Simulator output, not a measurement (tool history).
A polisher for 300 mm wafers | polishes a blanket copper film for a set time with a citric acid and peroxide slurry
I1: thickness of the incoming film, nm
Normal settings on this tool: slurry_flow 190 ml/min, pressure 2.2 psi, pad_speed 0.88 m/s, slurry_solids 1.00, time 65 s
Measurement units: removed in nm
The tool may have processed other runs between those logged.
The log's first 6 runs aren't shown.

{"run": 7, "hour": 180.9, "slurry_flow": 190, "pressure": 2.2, "pad_speed": 0.88, "slurry_solids": 1.0, "time": 65, "I1": 530.8, "removed": 112.2}
{"run": 8, "hour": 208.0, "slurry_flow": 190, "pressure": 2.2, "pad_speed": 0.88, "slurry_solids": 1.15, "time": 73, "I1": 525.6, "removed": 129.8}
{"run": 9, "hour": 239.3, "slurry_flow": 130, "pressure": 2.8, "pad_speed": 0.88, "slurry_solids": 1.0, "time": 58, "I1": 525.7, "removed": 114.3}
{"hour": 263.1, "done": "head pressure recalibrated"}
{"run": 10, "hour": 263.6, "slurry_flow": 225, "pressure": 2.2, "pad_speed": 0.74, "slurry_solids": 1.25, "time": 65, "I1": 532.7, "removed": 97.4}
{"run": 11, "hour": 288.4, "slurry_flow": 190, "pressure": 2.2, "pad_speed": 0.78, "slurry_solids": 1.0, "time": 65, "I1": 527.4, "removed": 92.7}
{"run": 12, "hour": 313.2, "slurry_flow": 190, "pressure": 2.2, "pad_speed": 0.88, "slurry_solids": 1.0, "time": 65, "I1": 524.5, "removed": 101.7}
{"run": 13, "hour": 341.7, "slurry_flow": 140, "pressure": 2.2, "pad_speed": 0.96, "slurry_solids": 1.15, "time": 65, "I1": 527.9, "removed": 107.6}
{"run": 14, "hour": 363.8, "slurry_flow": 210, "pressure": 2.2, "pad_speed": 0.88, "slurry_solids": 1.0, "time": 42, "I1": 530.7, "removed": 64.8}
{"hour": 369.5, "done": "worn pad replaced by a new one"}
{"run": 15, "hour": 389.2, "slurry_flow": 190, "pressure": 2.2, "pad_speed": 0.88, "slurry_solids": 1.0, "time": 65, "I1": 525.3, "removed": 99.6}

Run 16 has not been measured yet. What should we expect?
{"run": 16, "hour": 422.4, "slurry_flow": 210, "pressure": 2.2, "pad_speed": 0.88, "slurry_solids": 1.0, "time": 59, "I1": 529.3, "removed": "?"}

removed: 92.5 nm
Without the tool's hidden state the same run would have given removed 100.1 nm.
